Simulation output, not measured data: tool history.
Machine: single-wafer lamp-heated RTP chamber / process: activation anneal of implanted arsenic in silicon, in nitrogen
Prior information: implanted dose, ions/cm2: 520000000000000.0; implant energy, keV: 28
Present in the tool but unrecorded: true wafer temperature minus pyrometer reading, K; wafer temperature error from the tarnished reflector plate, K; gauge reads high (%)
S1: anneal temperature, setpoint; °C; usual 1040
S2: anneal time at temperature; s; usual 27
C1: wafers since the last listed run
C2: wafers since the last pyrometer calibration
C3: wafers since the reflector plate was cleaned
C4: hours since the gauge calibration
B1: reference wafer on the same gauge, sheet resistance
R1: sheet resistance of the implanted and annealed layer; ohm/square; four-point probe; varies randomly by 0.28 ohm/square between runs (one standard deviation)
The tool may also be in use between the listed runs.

run,hour,S1,S2,C1,C2,C3,C4,B1,R1
1,0.0,1040,27,0,5322,12949,92.7,175.98,187.92
2,10.1,1040,27,152,5475,13101,102.8,175.97,188.13
# hour 19.3: gauge calibrated
3,25.2,1055,27,228,5703,13330,5.9,175.98,185.83
4,35.3,1055,27,152,5856,13483,16.0,176.00,185.87
5,50.1,1055,27,223,6080,13706,30.8,175.98,186.73
6,68.1,1040,27,272,6352,13979,48.8,176.04,187.45
7,81.2,1040,27,198,6550,14177,61.9,175.98,187.52

The next listed run, before its measurement:
# hour 94.8: reflector plate cleaned
8,97.2,1061,15,121,6671,36,77.9,?,?

Run 8 yielded B1 176.02, R1 188.75 ohm/square.
The same run, on a tool lacking any hidden state, would have yielded R1 188.75 ohm/square.
